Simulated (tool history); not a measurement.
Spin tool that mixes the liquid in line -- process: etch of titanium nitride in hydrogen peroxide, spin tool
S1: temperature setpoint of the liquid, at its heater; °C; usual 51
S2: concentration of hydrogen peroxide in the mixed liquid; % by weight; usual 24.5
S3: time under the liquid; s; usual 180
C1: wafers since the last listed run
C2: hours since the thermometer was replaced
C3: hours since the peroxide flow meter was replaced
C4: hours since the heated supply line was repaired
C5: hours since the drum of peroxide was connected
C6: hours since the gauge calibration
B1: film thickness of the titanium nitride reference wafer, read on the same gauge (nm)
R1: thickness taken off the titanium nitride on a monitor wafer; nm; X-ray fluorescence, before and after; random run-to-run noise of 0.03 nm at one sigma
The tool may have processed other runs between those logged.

run,hour,S1,S2,S3,C1,C2,C3,C4,C5,C6,B1,R1
1,0,51,24.5,180,0,1053.8,43.7,3821.6,843.3,434.7,30.01,8.46
# hour 2.4: heated supply line repaired
2,7.3,51,24.5,180,57,1061.1,51,4.9,850.6,442,29.98,8.47
3,19.3,51,24.5,180,109,1073.1,63,16.9,862.6,454,30.01,8.5
4,27,57,24.5,180,70,1080.8,70.7,24.6,870.3,461.7,29.99,12.89
5,34.9,51,19,180,71,1088.7,78.6,32.5,878.2,469.6,30.01,8.01
6,42.4,45,30,275,68,1096.2,86.1,40,885.7,477.1,29.98,8.78
7,55.7,51,24.5,180,121,1109.5,99.4,53.3,899,490.4,29.97,8.51
# hour 61.7: new drum of peroxide connected
# hour 70: thermometer replaced
8,86,45.5,17,180,257,16,129.7,83.6,24.3,520.7,30.01,4.9
# hour 96.1: gauge calibrated
9,96.5,55,30,275,95,26.5,140.2,94.1,34.8,0.4,30.01,16.74
10,110,58.5,24.5,130,122,40,153.7,107.6,48.3,13.9,29.98,9.68
11,124.3,41.5,24.5,180,130,54.3,168,121.9,62.6,28.2,30.02,3.93
12,130.6,51,19.5,130,57,60.6,174.3,128.2,68.9,34.5,30.02,5.44
13,147,51,24.5,180,149,77,190.7,144.6,85.3,50.9,29.98,8
14,156.9,42,20,180,90,86.9,200.6,154.5,95.2,60.8,29.97,3.92
15,172.4,59.5,21,145,141,102.4,216.1,170,110.7,76.3,30,11.31
16,190.1,51,24.5,180,161,120.1,233.8,187.7,128.4,94,30.01,7.95
17,197.2,46.5,24.5,180,64,127.2,240.9,194.8,135.5,101.1,30.03,5.79
18,214.2,51,24.5,180,154,144.2,257.9,211.8,152.5,118.1,30,7.96
19,231.6,42,30,75,158,161.6,275.3,229.2,169.9,135.5,30.02,1.79
20,248.2,46,30,180,151,178.2,291.9,245.8,186.5,152.1,30,5.85
21,259.9,51,19.5,180,106,189.9,303.6,257.5,198.2,163.8,29.99,7.64

Forecast run 22:
22,266.2,51,24.5,180,57,196.2,309.9,263.8,204.5,170.1,?,?

{"run 22": {"B1": 29.98, "R1": 7.99}}
The same run, on a tool lacking any hidden state, would have yielded R1 7.78 nm.
